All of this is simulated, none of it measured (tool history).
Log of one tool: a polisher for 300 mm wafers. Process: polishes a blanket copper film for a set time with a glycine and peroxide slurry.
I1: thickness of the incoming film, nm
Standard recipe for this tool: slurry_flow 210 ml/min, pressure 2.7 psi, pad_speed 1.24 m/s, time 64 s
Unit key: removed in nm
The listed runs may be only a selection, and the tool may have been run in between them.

run 1 hour=0.0 | slurry_flow=210 pressure=3.1 pad_speed=1.24 time=55 | I1=2089.9 | removed=443.6
run 2 hour=53.3 | slurry_flow=210 pressure=3.1 pad_speed=1.24 time=55 | I1=2027.8 | removed=422.3
-- hour=55.3 slurry nozzle cleaned
run 3 hour=77.3 | slurry_flow=210 pressure=3.1 pad_speed=1.24 time=55 | I1=2046.0 | removed=426.8
-- hour=95.2 worn pad replaced by a new one
run 4 hour=95.7 | slurry_flow=230 pressure=2.4 pad_speed=1.24 time=64 | I1=2038.8 | removed=431.8
run 5 hour=108.0 | slurry_flow=230 pressure=2.4 pad_speed=1.24 time=64 | I1=2052.6 | removed=433.5
run 6 hour=130.9 | slurry_flow=210 pressure=2.7 pad_speed=1.24 time=64 | I1=2045.0 | removed=475.8
run 7 hour=144.0 | slurry_flow=210 pressure=2.7 pad_speed=1.24 time=64 | I1=2060.7 | removed=466.4
run 8 hour=235.6 | slurry_flow=210 pressure=2.7 pad_speed=1.24 time=64 | I1=2017.7 | removed=446.6
run 9 hour=252.4 | slurry_flow=210 pressure=2.7 pad_speed=1.24 time=64 | I1=2065.1 | removed=438.1
run 10 hour=271.3 | slurry_flow=235 pressure=2.7 pad_speed=0.96 time=64 | I1=2067.3 | removed=352.4
-- hour=297.0 worn pad replaced by a new one
run 11 hour=303.5 | slurry_flow=235 pressure=2.7 pad_speed=0.96 time=64 | I1=2064.4 | removed=381.4
run 12 hour=328.1 | slurry_flow=255 pressure=2.7 pad_speed=1.00 time=64 | I1=2056.0 | removed=395.6
run 13 hour=349.6 | slurry_flow=255 pressure=2.7 pad_speed=1.00 time=64 | I1=2043.1 | removed=398.9
run 14 hour=383.5 | slurry_flow=255 pressure=2.7 pad_speed=1.00 time=64 | I1=2035.1 | removed=395.0
run 15 hour=402.4 | slurry_flow=210 pressure=2.7 pad_speed=1.24 time=80 | I1=2051.6 | removed=569.4
-- hour=432.0 slurry nozzle cleaned
-- hour=482.2 worn pad replaced by a new one
run 16 hour=499.5 | slurry_flow=210 pressure=2.7 pad_speed=1.24 time=80 | I1=2046.9 | removed=582.5
run 17 hour=521.3 | slurry_flow=210 pressure=2.7 pad_speed=1.24 time=64 | I1=2034.1 | removed=468.1
run 18 hour=619.9 | slurry_flow=210 pressure=2.2 pad_speed=1.56 time=81 | I1=2029.0 | removed=570.5
run 19 hour=638.4 | slurry_flow=170 pressure=2.7 pad_speed=0.86 time=47 | I1=2064.1 | removed=228.3
run 20 hour=666.5 | slurry_flow=210 pressure=2.7 pad_speed=1.24 time=64 | I1=2013.2 | removed=423.0
-- hour=700.4 worn pad replaced by a new one
run 21 hour=700.9 | slurry_flow=210 pressure=2.0 pad_speed=1.40 time=85 | I1=2037.2 | removed=530.2
run 22 hour=710.0 | slurry_flow=270 pressure=3.2 pad_speed=1.02 time=56 | I1=2037.1 | removed=405.6
run 23 hour=727.7 | slurry_flow=210 pressure=2.7 pad_speed=1.24 time=64 | I1=2066.7 | removed=459.3
run 24 hour=742.8 | slurry_flow=210 pressure=1.8 pad_speed=1.24 time=64 | I1=2055.0 | removed=328.1
run 25 hour=759.1 | slurry_flow=210 pressure=2.7 pad_speed=1.24 time=64 | I1=2012.6 | removed=469.2
-- hour=774.9 head pressure recalibrated
run 26 hour=790.8 | slurry_flow=210 pressure=2.7 pad_speed=1.24 time=64 | I1=2046.6 | removed=454.2
-- hour=809.4 slurry nozzle cleaned
run 27 hour=823.2 | slurry_flow=210 pressure=2.7 pad_speed=1.24 time=64 | I1=2039.5 | removed=445.4
run 28 hour=837.3 | slurry_flow=280 pressure=2.9 pad_speed=1.02 time=86 | I1=2042.2 | removed=542.3
run 29 hour=863.7 | slurry_flow=210 pressure=3.5 pad_speed=1.24 time=64 | I1=2074.9 | removed=541.7
run 30 hour=880.5 | slurry_flow=275 pressure=3.1 pad_speed=1.66 time=64 | I1=2075.1 | removed=626.0
run 31 hour=896.1 | slurry_flow=135 pressure=2.7 pad_speed=1.38 time=64 | I1=2038.8 | removed=439.4
-- hour=911.8 worn pad replaced by a new one
run 32 hour=912.3 | slurry_flow=150 pressure=2.7 pad_speed=1.58 time=64 | I1=2054.8 | removed=561.9
run 33 hour=930.8 | slurry_flow=150 pressure=2.2 pad_speed=1.24 time=64 | I1=2073.1 | removed=383.3
run 34 hour=963.0 | slurry_flow=230 pressure=2.2 pad_speed=1.24 time=64 | I1=2050.2 | removed=394.0
run 35 hour=982.0 | slurry_flow=280 pressure=3.6 pad_speed=1.44 time=85 | I1=2048.8 | removed=923.9

Results for each run, recomputed without the tool's hidden state and with each run's random variation untouched:
What the log doesn't record here: removal rate lost through wear of the pad, %; slurry flow missing at the pad, %; deviation of the head's pressure from its setpoint, %.
run=1 removed=454.1
run=2 removed=448.3
run=3 removed=463.2
run=4 removed=432.6
run=5 removed=434.5
run=6 removed=478.3
run=7 removed=470.4
run=8 removed=473.3
run=9 removed=471.2
run=10 removed=386.3
run=11 removed=383.6
run=12 removed=398.9
run=13 removed=404.3
run=14 removed=405.7
run=15 removed=590.9
run=16 removed=592.0
run=17 removed=477.4
run=18 removed=612.0
run=19 removed=248.9
run=20 removed=475.0
run=21 removed=540.1
run=22 removed=413.2
run=23 removed=468.8
run=24 removed=335.9
run=25 removed=482.6
run=26 removed=473.5
run=27 removed=473.8
run=28 removed=583.2
run=29 removed=596.6
run=30 removed=701.9
run=31 removed=501.8
run=32 removed=570.2
run=33 removed=389.3
run=34 removed=402.8
run=35 removed=950.6
